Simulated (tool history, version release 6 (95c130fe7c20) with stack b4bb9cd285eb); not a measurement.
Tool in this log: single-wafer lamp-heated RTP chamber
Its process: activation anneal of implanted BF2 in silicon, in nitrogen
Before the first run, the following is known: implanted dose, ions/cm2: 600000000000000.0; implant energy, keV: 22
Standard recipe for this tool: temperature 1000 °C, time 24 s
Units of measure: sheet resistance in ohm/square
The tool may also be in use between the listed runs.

run	hour	temperature	time	wafers since the last listed run	wafers since the last pyrometer calibration	wafers since the reflector plate was cleaned	hours since the gauge calibration	read-back reference wafer on the same gauge, sheet resistance	sheet resistance
1	0	1000	24	0	3727	6140	52.7	272.06	224.9
2	38.3	1017	34	393	4120	6534	91	271.99	213.43
3	109.3	1017	34	728	4849	7262	162	271.96	212.93
4	144.1	1000	24	357	5206	7620	196.8	272.03	223.09
5	174.3	1000	24	310	5516	7930	227	272.13	223.43
6	222.8	1000	24	497	6014	8428	275.5	272.06	222.35
7	278.5	1000	24	571	6586	8999	331.2	272.06	221.9
# hour 312.4: gauge calibrated
8	339.4	1027	38	625	7211	9624	27	272.04	207.8
# hour 358: reflector plate cleaned
9	371.9	1022	34	251	7462	142	59.5	272.11	213.13
# hour 392.3: pyrometer window cleaned and pyrometer calibrated
10	435.7	1017	29	572	445	715	123.3	272.03	219.96
11	471.6	1000	24	368	814	1083	159.2	272.08	229.33
12	516.5	1000	24	460	1275	1544	204.1	272.01	227.47
13	568.7	971	24	535	1810	2080	256.3	271.99	250.09
14	595.3	977	12	273	2083	2353	282.9	271.84	253.4

Each row is a separate what-if for the run after 14, all from the same tool condition, not one after another. Results?
A	595.7	1000	33	4	2088	2357	283.3	?	?
B	595.7	975	24	4	2088	2357	283.3	?	?
C	595.7	973	17	4	2088	2357	283.3	?	?
D	595.7	990	24	4	2088	2357	283.3	?	?
E	595.7	1000	37	4	2088	2357	283.3	?	?

run	read-back reference wafer on the same gauge, sheet resistance	sheet resistance
A	271.98	223.34
B	271.98	244.39
C	271.98	251.35
D	271.98	232.99
E	271.98	221.95
Had the tool no hidden state, the same runs would have come out as:
run	sheet resistance
A	228.23
B	252.7
C	260.88
D	239.05
E	226.83
